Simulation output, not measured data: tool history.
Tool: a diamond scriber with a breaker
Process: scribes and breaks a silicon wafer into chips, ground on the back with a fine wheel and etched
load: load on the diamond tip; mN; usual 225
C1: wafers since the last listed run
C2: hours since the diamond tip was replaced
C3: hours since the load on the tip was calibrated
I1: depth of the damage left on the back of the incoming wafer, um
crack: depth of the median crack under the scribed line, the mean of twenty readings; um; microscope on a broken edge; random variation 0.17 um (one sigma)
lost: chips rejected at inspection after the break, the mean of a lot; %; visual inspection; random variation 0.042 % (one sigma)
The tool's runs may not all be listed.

run 1 hour=0.0 | load=225 | C1=0 C2=683.1 C3=1118.2 | I1=0.59 | crack=10.33 lost=7.01
run 2 hour=11.8 | load=225 | C1=37 C2=694.9 C3=1130.0 | I1=0.77 | crack=10.17 lost=6.73
run 3 hour=19.7 | load=225 | C1=25 C2=702.8 C3=1137.9 | I1=0.54 | crack=10.20 lost=6.64
run 4 hour=28.1 | load=225 | C1=26 C2=711.2 C3=1146.3 | I1=0.63 | crack=10.23 lost=6.76
run 5 hour=41.2 | load=182 | C1=41 C2=724.3 C3=1159.4 | I1=0.42 | crack=8.89 lost=16.22
run 6 hour=52.5 | load=182 | C1=36 C2=735.6 C3=1170.7 | I1=0.74 | crack=8.87 lost=15.82
run 7 hour=90.1 | load=182 | C1=119 C2=773.2 C3=1208.3 | I1=0.60 | crack=8.66 lost=16.48
-- hour=96.3 load on the tip recalibrated
run 8 hour=101.7 | load=225 | C1=30 C2=784.8 C3=5.4 | I1=0.74 | crack=10.27 lost=7.09
-- hour=109.6 diamond tip replaced by a new one
run 9 hour=115.3 | load=250 | C1=36 C2=5.7 C3=19.0 | I1=0.66 | crack=13.43 lost=1.36
run 10 hour=132.8 | load=292 | C1=55 C2=23.2 C3=36.5 | I1=0.31 | crack=15.04 lost=3.17
run 11 hour=142.4 | load=284 | C1=30 C2=32.8 C3=46.1 | I1=0.46 | crack=14.45 lost=2.64
run 12 hour=160.2 | load=225 | C1=56 C2=50.6 C3=63.9 | I1=0.41 | crack=12.23 lost=1.73
run 13 hour=166.2 | load=202 | C1=19 C2=56.6 C3=69.9 | I1=0.30 | crack=10.93 lost=3.50
run 14 hour=182.1 | load=184 | C1=50 C2=72.5 C3=85.8 | I1=0.78 | crack=10.45 lost=6.68
run 15 hour=196.1 | load=225 | C1=44 C2=86.5 C3=99.8 | I1=0.68 | crack=12.01 lost=2.15
run 16 hour=234.5 | load=225 | C1=122 C2=124.9 C3=138.2 | I1=0.45 | crack=11.49 lost=2.61
run 17 hour=245.8 | load=191 | C1=36 C2=136.2 C3=149.5 | I1=0.70 | crack=10.14 lost=6.97

Hidden state at the last listed run before each entry between runs and at the first one after, where it differs:
Between runs 7 and 8: load on the tip recalibrated (hour 96.3)
  no hidden state differs between the two runs
  measured less the result without the state, crack: -2.34 -> -2.78 um; lost: +12.71 -> +5.82 %
Between runs 8 and 9: diamond tip replaced by a new one (hour 109.6)
  share of the diamond tip's cutting effectiveness lost through wear, %: 30.2 -> 5.45
  measured less the result without the state, crack: -2.78 -> -0.52 um; lost: +5.82 -> -0.42 %
